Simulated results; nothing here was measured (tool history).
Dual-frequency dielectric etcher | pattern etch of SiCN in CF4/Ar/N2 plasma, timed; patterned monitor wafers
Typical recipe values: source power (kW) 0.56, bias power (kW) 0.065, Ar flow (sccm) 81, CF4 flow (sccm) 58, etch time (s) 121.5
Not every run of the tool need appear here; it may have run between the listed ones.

run	hour	source power (kW)	bias power (kW)	Ar flow (sccm)	CF4 flow (sccm)	etch time (s)	read-back reference wafer on the same gauge, depth_nm	mean etch depth across the wafer (Å)
1	0	0.56	0.065	81	58	121.5	140	1191
2	27.1	0.56	0.065	81	58	121.5	140	1199
3	41.1	0.56	0.065	81	58	121.5	140	1196
4	67.8	0.64	0.071	81	58	121.5	140	1353
5	90.6	0.64	0.071	81	58	121.5	140	1355
6	110.7	0.64	0.071	81	58	121.5	140	1358
7	125.4	0.56	0.065	81	58	121.5	140	1198
8	155.9	0.56	0.065	81	58	121.5	140	1204
# hour 198.2: upper electrode replaced
9	198.7	0.56	0.065	81	58	121.5	140	1201
10	220.3	0.56	0.065	81	53	121.5	140	1182
# hour 226.3: bias power generator calibrated
11	233.6	0.56	0.065	81	58	121.5	140	1202
12	245.7	0.6	0.065	81	52	111	140	1135
13	265	0.56	0.065	81	53	121.5	140	1182
# hour 272.7: CF4 flow controller replaced
14	278.5	0.56	0.074	81	46	150	140	1449
# hour 293.3: gauge calibrated
15	294.1	0.65	0.057	81	54	121.5	140	1309
# hour 315.2: source power generator calibrated
# hour 325.8: Ar flow controller replaced
16	326.3	0.56	0.053	81	58	121.5	140	1215
17	342.9	0.56	0.065	86	68	109.5	140	1153
# hour 368: wet clean of the chamber
18	374.2	0.56	0.065	81	58	121.5	140	1226
19	398.6	0.51	0.065	81	58	121.5	140	1142
20	417.7	0.56	0.065	81	58	111.5	140	1130
21	449.2	0.56	0.065	81	58	121.5	140	1232
22	477.6	0.61	0.065	81	47	106	140	1100

Each row is a separate what-if for the run after 22, all from the same tool condition, not one after another. Results?
A	478.1	0.56	0.065	81	58	147	?	?
B	478.1	0.65	0.055	65	58	121.5	?	?
C	478.1	0.67	0.05	81	53	87	?	?

run	read-back reference wafer on the same gauge, depth_nm	mean etch depth across the wafer (Å)
A	140	1492
B	140	1394
C	140	959
What these runs would have given with no unlogged condition in the tool:
run	mean etch depth across the wafer (Å)
A	1483
B	1386
C	954

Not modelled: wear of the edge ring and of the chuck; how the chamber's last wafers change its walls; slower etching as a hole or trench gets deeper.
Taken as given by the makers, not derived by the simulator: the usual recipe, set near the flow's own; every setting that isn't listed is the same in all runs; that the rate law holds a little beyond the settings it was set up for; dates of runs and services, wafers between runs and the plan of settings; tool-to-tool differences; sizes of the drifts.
